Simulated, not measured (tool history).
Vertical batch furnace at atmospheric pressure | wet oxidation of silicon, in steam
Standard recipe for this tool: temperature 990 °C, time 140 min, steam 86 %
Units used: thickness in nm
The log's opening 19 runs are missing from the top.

| run | hour | temperature | time | steam | read-back reference wafer on the same gauge, thickness | thickness |
|---|---|---|---|---|---|---|
| 20 | 1184.5 | 1001 | 140 | 86 | 726.12 | 729.03 |
|  | 1245.1 | steam generator serviced |
| 21 | 1245.6 | 1015 | 140 | 97 | 725.6 | 820.62 |
|  | 1421.1 | gauge calibrated |
| 22 | 1490.7 | 990 | 140 | 92 | 726.71 | 718.26 |
| 23 | 1567 | 990 | 140 | 89 | 726.3 | 704.37 |
| 24 | 1652.2 | 990 | 94.5 | 86 | 726.94 | 547.96 |
| 25 | 1719.8 | 977 | 76.5 | 77 | 725.56 | 418.65 |
| 26 | 1798.1 | 1006 | 94.5 | 86 | 726.43 | 594.31 |
|  | 1822.9 | thermocouples replaced and temperature profile calibrated |
| 27 | 1858.5 | 1010 | 71 | 75 | 726.18 | 462.32 |
| 28 | 1937.8 | 990 | 140 | 86 | 725.25 | 675.4 |
| 29 | 2002.4 | 990 | 86 | 76 | 725.8 | 472.22 |
| 30 | 2072.6 | 990 | 140 | 86 | 726.47 | 680.52 |
| 31 | 2146.1 | 1004 | 178.5 | 86 | 726.13 | 841.45 |
| 32 | 2216.2 | 967 | 159.5 | 86 | 725.92 | 654.74 |
| 33 | 2264.7 | 990 | 108.5 | 91 | 725.82 | 606.88 |
| 34 | 2314 | 1012 | 117 | 94 | 725.73 | 720.63 |
| 35 | 2368 | 990 | 140 | 86 | 725.8 | 687.51 |
| 36 | 2422.9 | 1013 | 140 | 75 | 725.79 | 705.86 |
| 37 | 2511.3 | 998 | 168 | 86 | 725.79 | 791.39 |

Below are 5 alternative next runs, each starting from the tool's condition after run 37. Predict each:
| A | 2517.5 | 990 | 140 | 86 | ? | ? |
| B | 2517.5 | 983 | 189.5 | 94 | ? | ? |
| C | 2517.5 | 990 | 140 | 97 | ? | ? |
| D | 2517.5 | 979 | 72.5 | 93 | ? | ? |
| E | 2517.5 | 980 | 140 | 86 | ? | ? |

| run | read-back reference wafer on the same gauge, thickness | thickness |
|---|---|---|
| A | 725.83 | 682.3 |
| B | 725.83 | 828.52 |
| C | 725.83 | 731.97 |
| D | 725.83 | 452.47 |
| E | 725.83 | 648.67 |
Take away the tool's hidden state, keep each run's random variation, and the runs would have read:
| run | thickness |
|---|---|
| A | 673.54 |
| B | 818.28 |
| C | 722.79 |
| D | 445.42 |
| E | 639.84 |

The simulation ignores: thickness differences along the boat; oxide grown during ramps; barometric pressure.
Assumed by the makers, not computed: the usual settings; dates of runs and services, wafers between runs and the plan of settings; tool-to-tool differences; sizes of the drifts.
